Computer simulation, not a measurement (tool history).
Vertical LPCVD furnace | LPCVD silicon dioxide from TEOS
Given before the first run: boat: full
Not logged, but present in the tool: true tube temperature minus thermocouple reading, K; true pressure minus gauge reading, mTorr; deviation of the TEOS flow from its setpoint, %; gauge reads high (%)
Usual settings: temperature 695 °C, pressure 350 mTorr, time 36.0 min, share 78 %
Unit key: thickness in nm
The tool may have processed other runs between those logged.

| run | hour | temperature | pressure | time | share | wafers since the last listed run | hours since the last temperature calibration | hours since the pressure gauge was zeroed | hours since the TEOS flow controller was replaced | hours since the gauge calibration | read-back reference wafer on the same gauge, thickness | thickness |
|---|---|---|---|---|---|---|---|---|---|---|---|---|
| 1 | 0.0 | 695 | 285 | 36.0 | 67 | 0 | 5037.9 | 3121.6 | 6863.1 | 25.5 | 276.92 | 242.04 |
| 2 | 14.3 | 695 | 350 | 28.0 | 78 | 208 | 5052.2 | 3135.9 | 6877.4 | 39.8 | 277.02 | 224.23 |
| 3 | 24.4 | 692 | 350 | 36.0 | 78 | 147 | 5062.3 | 3146.0 | 6887.5 | 49.9 | 277.04 | 269.35 |
| 4 | 42.6 | 695 | 350 | 36.0 | 78 | 265 | 5080.5 | 3164.2 | 6905.7 | 68.1 | 276.96 | 288.97 |
| 5 | 50.1 | 695 | 350 | 36.0 | 78 | 109 | 5088.0 | 3171.7 | 6913.2 | 75.6 | 277.07 | 289.57 |
| 6 | 65.8 | 695 | 350 | 36.0 | 78 | 229 | 5103.7 | 3187.4 | 6928.9 | 91.3 | 276.94 | 290.02 |
|  | 133.5 | pressure gauge zeroed |
| 7 | 134.0 | 695 | 350 | 36.0 | 78 | 644 | 5171.9 | 0.5 | 6997.1 | 159.5 | 277.02 | 290.31 |
| 8 | 139.2 | 695 | 350 | 36.0 | 78 | 75 | 5177.1 | 5.7 | 7002.3 | 164.7 | 277.01 | 290.00 |
| 9 | 149.4 | 695 | 350 | 36.0 | 78 | 148 | 5187.3 | 15.9 | 7012.5 | 174.9 | 276.96 | 289.89 |
| 10 | 163.0 | 686 | 350 | 46.5 | 78 | 198 | 5200.9 | 29.5 | 7026.1 | 188.5 | 276.94 | 303.47 |
| 11 | 170.4 | 686 | 350 | 46.5 | 78 | 107 | 5208.3 | 36.9 | 7033.5 | 195.9 | 277.05 | 304.19 |
| 12 | 184.1 | 686 | 350 | 46.5 | 78 | 199 | 5222.0 | 50.6 | 7047.2 | 209.6 | 276.99 | 302.99 |
| 13 | 196.2 | 695 | 330 | 36.0 | 84 | 176 | 5234.1 | 62.7 | 7059.3 | 221.7 | 277.00 | 291.27 |
|  | 231.2 | TEOS flow controller replaced |
|  | 231.5 | gauge calibrated |
| 14 | 231.7 | 695 | 350 | 36.0 | 78 | 167 | 5269.6 | 98.2 | 0.5 | 0.2 | 277.05 | 290.37 |
| 15 | 236.9 | 695 | 350 | 36.0 | 78 | 75 | 5274.8 | 103.4 | 5.7 | 5.4 | 276.96 | 291.12 |
| 16 | 242.2 | 695 | 305 | 36.0 | 82 | 77 | 5280.1 | 108.7 | 11.0 | 10.7 | 276.92 | 279.03 |
| 17 | 252.6 | 695 | 350 | 36.0 | 78 | 151 | 5290.5 | 119.1 | 21.4 | 21.1 | 276.99 | 290.22 |
|  | 281.2 | thermocouples replaced and temperature profile calibrated |
| 18 | 281.7 | 695 | 380 | 36.0 | 69 | 74 | 0.5 | 148.2 | 50.5 | 50.2 | 277.02 | 257.71 |
| 19 | 294.6 | 695 | 350 | 36.0 | 78 | 188 | 13.4 | 161.1 | 63.4 | 63.1 | 276.88 | 262.80 |
| 20 | 307.2 | 695 | 290 | 36.0 | 78 | 183 | 26.0 | 173.7 | 76.0 | 75.7 | 277.02 | 239.46 |
| 21 | 320.2 | 685 | 410 | 49.0 | 78 | 189 | 39.0 | 186.7 | 89.0 | 88.7 | 276.98 | 305.20 |
| 22 | 359.8 | 695 | 350 | 36.0 | 78 | 577 | 78.6 | 226.3 | 128.6 | 128.3 | 277.06 | 263.86 |
| 23 | 379.2 | 695 | 350 | 36.0 | 78 | 282 | 98.0 | 245.7 | 148.0 | 147.7 | 276.97 | 263.41 |
| 24 | 388.7 | 704 | 350 | 46.5 | 78 | 138 | 107.5 | 255.2 | 157.5 | 157.2 | 277.12 | 418.93 |
| 25 | 398.0 | 704 | 350 | 36.0 | 73 | 135 | 116.8 | 264.5 | 166.8 | 166.5 | 276.99 | 313.82 |
| 26 | 409.0 | 691 | 280 | 36.0 | 85 | 160 | 127.8 | 275.5 | 177.8 | 177.5 | 276.92 | 223.93 |
| 27 | 419.8 | 695 | 350 | 36.0 | 78 | 157 | 138.6 | 286.3 | 188.6 | 188.3 | 277.03 | 263.46 |
| 28 | 432.7 | 685 | 350 | 36.0 | 78 | 188 | 151.5 | 299.2 | 201.5 | 201.2 | 277.14 | 207.44 |
| 29 | 450.3 | 695 | 350 | 36.0 | 78 | 256 | 169.1 | 316.8 | 219.1 | 218.8 | 277.01 | 264.28 |

Estimate the outcome of run 30 from the log above:
| 30 | 469.1 | 695 | 390 | 22.5 | 78 | 274 | 187.9 | 335.6 | 237.9 | 237.6 | ? | ? |

Logged for run 30: read-back reference wafer on the same gauge, thickness 276.95, thickness 174.39 nm.
Take away the tool's hidden state, keep the run-to-run variation as it was, and the same run would have given thickness 171.41 nm.

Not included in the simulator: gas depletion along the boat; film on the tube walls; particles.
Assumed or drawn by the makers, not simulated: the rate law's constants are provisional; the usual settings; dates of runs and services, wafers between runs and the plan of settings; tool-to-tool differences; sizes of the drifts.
